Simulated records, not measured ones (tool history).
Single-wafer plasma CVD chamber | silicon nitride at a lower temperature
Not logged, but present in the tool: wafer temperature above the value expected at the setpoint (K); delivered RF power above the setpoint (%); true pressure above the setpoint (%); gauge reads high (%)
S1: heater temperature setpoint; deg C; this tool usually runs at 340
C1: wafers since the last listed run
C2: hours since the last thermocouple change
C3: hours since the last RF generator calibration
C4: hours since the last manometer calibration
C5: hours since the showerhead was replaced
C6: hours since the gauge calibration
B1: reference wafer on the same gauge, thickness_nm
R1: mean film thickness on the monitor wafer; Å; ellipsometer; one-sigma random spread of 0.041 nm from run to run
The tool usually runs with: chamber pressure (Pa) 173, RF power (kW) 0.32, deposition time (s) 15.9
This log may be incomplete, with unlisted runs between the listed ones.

Run 1, hour 0: usual settings; C1 0; C2 1790.8; C3 1593.8; C4 1056.4; C5 3522.1; C6 2000.3; B1 19.4. Result: R1 183.75 Å.
Run 2, hour 57.4: usual settings; C1 2543; C2 1848.2; C3 1651.2; C4 1113.8; C5 3579.5; C6 2057.7; B1 19.408. Result: R1 183.66 Å.
Run 3, hour 155.6: usual settings; C1 4351; C2 1946.4; C3 1749.4; C4 1212; C5 3677.7; C6 2155.9; B1 19.396. Result: R1 183.11 Å.
Run 4, hour 224.4: usual settings; C1 3048; C2 2015.2; C3 1818.2; C4 1280.8; C5 3746.5; C6 2224.7; B1 19.411. Result: R1 182.95 Å.
At hour 270.3: gauge calibrated.
Run 5, hour 302.2: usual settings; C1 3447; C2 2093; C3 1896; C4 1358.6; C5 3824.3; C6 31.9; B1 19.394. Result: R1 183.42 Å.
Run 6, hour 407.1: usual settings but chamber pressure (Pa) 157; C1 4648; C2 2197.9; C3 2000.9; C4 1463.5; C5 3929.2; C6 136.8; B1 19.404. Result: R1 178.43 Å.
Run 7, hour 470.8: usual settings but S1 347 deg C; C1 2822; C2 2261.6; C3 2064.6; C4 1527.2; C5 3992.9; C6 200.5; B1 19.4. Result: R1 182.53 Å.
Run 8, hour 510.8: usual settings but S1 352 deg C, chamber pressure (Pa) 149, deposition time (s) 19; C1 1772; C2 2301.6; C3 2104.6; C4 1567.2; C5 4032.9; C6 240.5; B1 19.403. Result: R1 209.82 Å.
At hour 540.5: showerhead replaced.
Run 9, hour 598.9: usual settings but chamber pressure (Pa) 160, deposition time (s) 14.6; C1 3549; C2 2389.7; C3 2192.7; C4 1655.3; C5 58.4; C6 328.6; B1 19.395. Result: R1 164.19 Å.
Run 10, hour 638.7: usual settings but RF power (kW) 0.37; C1 1763; C2 2429.5; C3 2232.5; C4 1695.1; C5 98.2; C6 368.4; B1 19.399. Result: R1 195.96 Å.
At hour 734.8: RF generator calibrated.
Run 11, hour 739.8: usual settings but RF power (kW) 0.38, deposition time (s) 13.1; C1 4125; C2 2530.6; C3 5; C4 1796.2; C5 199.3; C6 469.5; B1 19.403. Result: R1 166.52 Å.
Run 12, hour 828.9: usual settings; C1 3948; C2 2619.7; C3 94.1; C4 1885.3; C5 288.4; C6 558.6; B1 19.402. Result: R1 185.83 Å.
At hour 898.5: thermocouple changed; heater temperature recalibrated.
Run 13, hour 919.9: usual settings but S1 354 deg C, RF power (kW) 0.355, deposition time (s) 14.1; C1 3677; C2 21.4; C3 185.1; C4 1976.3; C5 379.4; C6 649.6; B1 19.399. Result: R1 171.66 Å.
At hour 974.5: capacitance manometer re-zeroed and calibrated.
Run 14, hour 985.8: usual settings but chamber pressure (Pa) 132, RF power (kW) 0.29; C1 2565; C2 87.3; C3 251; C4 11.3; C5 445.3; C6 715.5; B1 19.397. Result: R1 167 Å.
Run 15, hour 1058.2: usual settings; C1 3208; C2 159.7; C3 323.4; C4 83.7; C5 517.7; C6 787.9; B1 19.396. Result: R1 185.25 Å.
Run 16, hour 1101.2: usual settings but S1 346 deg C, chamber pressure (Pa) 151; C1 1905; C2 202.7; C3 366.4; C4 126.7; C5 560.7; C6 830.9; B1 19.406. Result: R1 179.2 Å.
Run 17, hour 1190.4: usual settings but S1 326 deg C, chamber pressure (Pa) 195, RF power (kW) 0.385; C1 3952; C2 291.9; C3 455.6; C4 215.9; C5 649.9; C6 920.1; B1 19.398. Result: R1 209.97 Å.
Run 18, hour 1268.6: usual settings; C1 3465; C2 370.1; C3 533.8; C4 294.1; C5 728.1; C6 998.3; B1 19.402. Result: R1 185.28 Å.
Run 19, hour 1338.8: usual settings but S1 334 deg C, chamber pressure (Pa) 184, RF power (kW) 0.275, deposition time (s) 13.7; C1 3110; C2 440.3; C3 604; C4 364.3; C5 798.3; C6 1068.5; B1 19.402. Result: R1 150.35 Å.
Run 20, hour 1445.6: usual settings but RF power (kW) 0.26; C1 4732; C2 547.1; C3 710.8; C4 471.1; C5 905.1; C6 1175.3; B1 19.397. Result: R1 167.04 Å.
Run 21, hour 1521: usual settings but S1 335 deg C, chamber pressure (Pa) 212, RF power (kW) 0.26, deposition time (s) 18.5; C1 3341; C2 622.5; C3 786.2; C4 546.5; C5 980.5; C6 1250.7; B1 19.405. Result: R1 202.38 Å.
Run 22, hour 1625.8: usual settings but deposition time (s) 13.5; C1 4643; C2 727.3; C3 891; C4 651.3; C5 1085.3; C6 1355.5; B1 19.401. Result: R1 156.17 Å.
Run 23, hour 1663.1: usual settings but S1 347 deg C, RF power (kW) 0.295; C1 1652; C2 764.6; C3 928.3; C4 688.6; C5 1122.6; C6 1392.8; B1 19.402. Result: R1 175.59 Å.
Run 24, hour 1730.6: usual settings but chamber pressure (Pa) 161, RF power (kW) 0.345, deposition time (s) 18.9; C1 2991; C2 832.1; C3 995.8; C4 756.1; C5 1190.1; C6 1460.3; B1 19.408. Result: R1 224.44 Å.
Run 25, hour 1799.6: usual settings; C1 3057; C2 901.1; C3 1064.8; C4 825.1; C5 1259.1; C6 1529.3; B1 19.396. Result: R1 183.91 Å.
Run 26, hour 1889: usual settings but S1 351 deg C, RF power (kW) 0.335; C1 3961; C2 990.5; C3 1154.2; C4 914.5; C5 1348.5; C6 1618.7; B1 19.398. Result: R1 186.96 Å.
Run 27, hour 1977.7: usual settings; C1 3930; C2 1079.2; C3 1242.9; C4 1003.2; C5 1437.2; C6 1707.4; B1 19.399. Result: R1 183.78 Å.

Pick out some run-to-run changes in R1. Of each, how much would a tool without hidden state show as well, from the settings, what came in and chance, and how much is left for the hidden state and any gauge scatter not in both results compared?
Run 8 -> 9: S1 352 -> 340, chamber pressure (Pa) 149 -> 160, deposition time (s) 19 -> 14.6, showerhead replaced. R1 -45.63 Å: hidden state +1, all else -46.63.
Run 10 -> 11: RF power (kW) 0.37 -> 0.38, deposition time (s) 15.9 -> 13.1, RF generator calibrated. R1 -29.44 Å: hidden state +4.24, all else -33.68.
Run 21 -> 22: S1 335 -> 340, chamber pressure (Pa) 212 -> 173, RF power (kW) 0.26 -> 0.32, deposition time (s) 18.5 -> 13.5. R1 -46.21 Å: hidden state +0.66, all else -46.87.
Run 23 -> 24: S1 347 -> 340, chamber pressure (Pa) 173 -> 161, RF power (kW) 0.295 -> 0.345, deposition time (s) 15.9 -> 18.9. R1 +48.85 Å: hidden state -0.8, all else +49.65.
